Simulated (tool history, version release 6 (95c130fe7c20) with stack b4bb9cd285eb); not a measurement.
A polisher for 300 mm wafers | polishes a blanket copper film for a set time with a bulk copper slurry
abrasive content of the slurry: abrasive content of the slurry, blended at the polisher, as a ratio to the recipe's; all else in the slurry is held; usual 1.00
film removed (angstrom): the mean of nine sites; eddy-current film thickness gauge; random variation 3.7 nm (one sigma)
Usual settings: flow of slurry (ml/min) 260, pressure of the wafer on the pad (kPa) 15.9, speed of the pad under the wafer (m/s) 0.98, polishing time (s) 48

run   hour  flow of slurry (ml/min)  pressure of the wafer on the pad (kPa)  speed of the pad under the wafer (m/s)  abrasive content of the slurry  polishing time (s)  incoming thickness of the incoming film, nm  film removed (angstrom)
  1    0.0                      260                                    15.9                                    0.98                            1.20                  48                                       2099.8                     3492
  2   10.0                      260                                    15.9                                    0.98                            1.00                  48                                       2096.0                     3222
  3   27.3                      260                                    15.9                                    0.98                            1.00                  48                                       2117.2                     3157
  4   44.6                      260                                    15.9                                    0.98                            1.00                  48                                       2075.3                     3191
  5   54.1                      260                                    15.9                                    0.98                            1.00                  48                                       2105.1                     3253
  6   62.1                      260                                    15.9                                    0.98                            1.00                  48                                       2126.5                     3133
      73.2  -- head pressure recalibrated
  7   76.5                      260                                    15.9                                    0.98                            1.00                  52                                       2080.4                     3350
  8   82.7                      260                                    15.9                                    0.98                            1.00                  52                                       2072.8                     3321
  9   94.8                      260                                    15.9                                    0.98                            1.00                  52                                       2063.5                     3283
      96.7  -- slurry nozzle cleaned
 10  102.2                      320                                    13.8                                    1.28                            1.00                  56                                       2092.0                     3955
 11  116.4                      350                                    15.9                                    0.88                            0.85                  32                                       2078.9                     1708
 12  128.6                      260                                    15.9                                    0.98                            1.00                  42                                       2085.7                     2549
     144.4  -- worn pad replaced by a new one
 13  144.9                      175                                    15.9                                    0.66                            1.00                  48                                       2075.6                     2204
     148.7  -- slurry blender recalibrated
 14  184.6                      260                                    15.9                                    0.98                            1.00                  43                                       2096.9                     2868
 15  191.3                      230                                    13.1                                    0.98                            1.00                  34                                       2116.4                     1870
 16  203.2                      260                                    15.9                                    0.98                            1.00                  48                                       2092.9                     3095
 17  214.5                      260                                    15.9                                    0.98                            1.00                  52                                       2079.2                     3358
 18  226.4                      285                                    15.9                                    1.30                            1.00                  48                                       2055.3                     4076
 19  236.1                      305                                    15.9                                    0.78                            1.00                  56                                       2123.3                     2972

Some steps in film removed (angstrom) between neighbouring runs. How much of each would the tool show without its hidden state too (settings, what came in, random variation), and how much is left for the hidden state, with any gauge scatter that isn't in both results?
The hidden state here: removal rate lost through wear of the pad, %; slurry flow missing at the pad, %; deviation of the head's pressure from its setpoint, %; abrasive missing from the slurry, %.
Run 10 -> 11: flow of slurry (ml/min) 320 -> 350, pressure of the wafer on the pad (kPa) 13.8 -> 15.9, speed of the pad under the wafer (m/s) 1.28 -> 0.88, abrasive content of the slurry 1.00 -> 0.85, polishing time (s) 56 -> 32. film removed (angstrom) -2247: hidden state +149, all else -2396.
Run 12 -> 13: flow of slurry (ml/min) 260 -> 175, speed of the pad under the wafer (m/s) 0.98 -> 0.66, polishing time (s) 42 -> 48, worn pad replaced by a new one. film removed (angstrom) -345: hidden state +271, all else -616.
